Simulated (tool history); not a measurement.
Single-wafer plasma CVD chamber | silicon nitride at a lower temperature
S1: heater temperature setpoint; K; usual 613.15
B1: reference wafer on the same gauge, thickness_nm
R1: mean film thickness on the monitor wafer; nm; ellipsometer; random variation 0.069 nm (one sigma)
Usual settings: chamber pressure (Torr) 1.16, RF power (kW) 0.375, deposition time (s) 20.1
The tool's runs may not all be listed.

{"run": 1, "day": 0.0, "S1": 613.15, "chamber pressure (Torr)": 1.16, "RF power (kW)": 0.375, "deposition time (s)": 20.1, "B1": 27.399, "R1": 24.366}
{"run": 2, "day": 0.538, "S1": 602.15, "chamber pressure (Torr)": 1.16, "RF power (kW)": 0.375, "deposition time (s)": 22.1, "B1": 27.4, "R1": 26.872}
{"run": 3, "day": 1.112, "S1": 602.15, "chamber pressure (Torr)": 1.16, "RF power (kW)": 0.375, "deposition time (s)": 22.1, "B1": 27.402, "R1": 26.807}
{"run": 4, "day": 2.221, "S1": 602.15, "chamber pressure (Torr)": 1.16, "RF power (kW)": 0.375, "deposition time (s)": 22.1, "B1": 27.386, "R1": 26.745}
{"day": 3.021, "done": "RF generator calibrated"}
{"run": 5, "day": 3.042, "S1": 613.15, "chamber pressure (Torr)": 1.16, "RF power (kW)": 0.375, "deposition time (s)": 20.1, "B1": 27.388, "R1": 25.505}
{"run": 6, "day": 3.471, "S1": 613.15, "chamber pressure (Torr)": 1.06, "RF power (kW)": 0.305, "deposition time (s)": 20.1, "B1": 27.401, "R1": 20.327}
{"day": 4.733, "done": "showerhead replaced"}
{"run": 7, "day": 6.579, "S1": 613.15, "chamber pressure (Torr)": 1.38, "RF power (kW)": 0.375, "deposition time (s)": 20.1, "B1": 27.415, "R1": 26.7}
{"run": 8, "day": 7.979, "S1": 613.15, "chamber pressure (Torr)": 1.16, "RF power (kW)": 0.375, "deposition time (s)": 20.1, "B1": 27.396, "R1": 25.279}
{"run": 9, "day": 9.658, "S1": 613.15, "chamber pressure (Torr)": 1.16, "RF power (kW)": 0.335, "deposition time (s)": 20.1, "B1": 27.398, "R1": 22.734}
{"run": 10, "day": 10.829, "S1": 613.15, "chamber pressure (Torr)": 1.25, "RF power (kW)": 0.375, "deposition time (s)": 18, "B1": 27.389, "R1": 23.047}
{"day": 11.258, "done": "thermocouple changed; heater temperature recalibrated"}
{"run": 11, "day": 12.229, "S1": 603.15, "chamber pressure (Torr)": 1.16, "RF power (kW)": 0.375, "deposition time (s)": 17.6, "B1": 27.397, "R1": 22.113}
{"run": 12, "day": 13.638, "S1": 613.15, "chamber pressure (Torr)": 1.16, "RF power (kW)": 0.44, "deposition time (s)": 20.1, "B1": 27.404, "R1": 28.571}
{"run": 13, "day": 14.962, "S1": 613.15, "chamber pressure (Torr)": 1.16, "RF power (kW)": 0.375, "deposition time (s)": 20.1, "B1": 27.405, "R1": 25.08}
{"run": 14, "day": 16.754, "S1": 613.15, "chamber pressure (Torr)": 1.16, "RF power (kW)": 0.325, "deposition time (s)": 20.1, "B1": 27.395, "R1": 21.947}
{"run": 15, "day": 17.729, "S1": 613.15, "chamber pressure (Torr)": 1.16, "RF power (kW)": 0.375, "deposition time (s)": 20.1, "B1": 27.386, "R1": 24.963}
{"day": 18.738, "done": "gauge calibrated"}
{"run": 16, "day": 18.808, "S1": 613.15, "chamber pressure (Torr)": 1.16, "RF power (kW)": 0.33, "deposition time (s)": 22.7, "B1": 27.406, "R1": 25.125}
{"run": 17, "day": 20.075, "S1": 621.15, "chamber pressure (Torr)": 1.16, "RF power (kW)": 0.375, "deposition time (s)": 20.1, "B1": 27.403, "R1": 24.855}
{"run": 18, "day": 21.129, "S1": 624.15, "chamber pressure (Torr)": 1.31, "RF power (kW)": 0.305, "deposition time (s)": 23.2, "B1": 27.414, "R1": 24.386}
{"run": 19, "day": 21.75, "S1": 607.15, "chamber pressure (Torr)": 1.16, "RF power (kW)": 0.375, "deposition time (s)": 20.1, "B1": 27.413, "R1": 24.97}
{"run": 20, "day": 22.408, "S1": 613.15, "chamber pressure (Torr)": 1.16, "RF power (kW)": 0.375, "deposition time (s)": 20.1, "B1": 27.4, "R1": 24.832}
{"run": 21, "day": 23.312, "S1": 604.15, "chamber pressure (Torr)": 1.16, "RF power (kW)": 0.375, "deposition time (s)": 21.9, "B1": 27.406, "R1": 27.205}
{"run": 22, "day": 24.329, "S1": 613.15, "chamber pressure (Torr)": 1.43, "RF power (kW)": 0.34, "deposition time (s)": 20.1, "B1": 27.407, "R1": 24.072}
{"run": 23, "day": 25.217, "S1": 613.15, "chamber pressure (Torr)": 1.16, "RF power (kW)": 0.375, "deposition time (s)": 20.1, "B1": 27.383, "R1": 24.866}
{"run": 24, "day": 26.1, "S1": 623.15, "chamber pressure (Torr)": 0.87, "RF power (kW)": 0.375, "deposition time (s)": 20.1, "B1": 27.396, "R1": 22.772}
{"run": 25, "day": 27.283, "S1": 619.15, "chamber pressure (Torr)": 1.08, "RF power (kW)": 0.375, "deposition time (s)": 17.6, "B1": 27.397, "R1": 21.186}
{"run": 26, "day": 28.117, "S1": 603.15, "chamber pressure (Torr)": 1.02, "RF power (kW)": 0.355, "deposition time (s)": 23.9, "B1": 27.395, "R1": 27.076}
{"run": 27, "day": 28.979, "S1": 613.15, "chamber pressure (Torr)": 1.16, "RF power (kW)": 0.375, "deposition time (s)": 20.1, "B1": 27.415, "R1": 24.634}
{"run": 28, "day": 29.912, "S1": 613.15, "chamber pressure (Torr)": 1.16, "RF power (kW)": 0.375, "deposition time (s)": 20.1, "B1": 27.408, "R1": 24.73}

Forecast each of these 4 alternatives for the next run:
{"run": "A", "day": 29.929, "S1": 613.15, "chamber pressure (Torr)": 1.34, "RF power (kW)": 0.375, "deposition time (s)": 20.1, "B1": "?", "R1": "?"}
{"run": "B", "day": 29.929, "S1": 604.15, "chamber pressure (Torr)": 0.94, "RF power (kW)": 0.435, "deposition time (s)": 17.4, "B1": "?", "R1": "?"}
{"run": "C", "day": 29.929, "S1": 618.15, "chamber pressure (Torr)": 0.99, "RF power (kW)": 0.42, "deposition time (s)": 21.2, "B1": "?", "R1": "?"}
{"run": "D", "day": 29.929, "S1": 607.15, "chamber pressure (Torr)": 1.16, "RF power (kW)": 0.375, "deposition time (s)": 22.1, "B1": "?", "R1": "?"}

run=A B1=27.4 R1=25.74
run=B B1=27.4 R1=22.751
run=C B1=27.4 R1=27.267
run=D B1=27.4 R1=27.224
Without the tool's hidden state the same runs would have given:
run=A R1=26.594
run=B R1=23.495
run=C R1=28.144
run=D R1=28.141

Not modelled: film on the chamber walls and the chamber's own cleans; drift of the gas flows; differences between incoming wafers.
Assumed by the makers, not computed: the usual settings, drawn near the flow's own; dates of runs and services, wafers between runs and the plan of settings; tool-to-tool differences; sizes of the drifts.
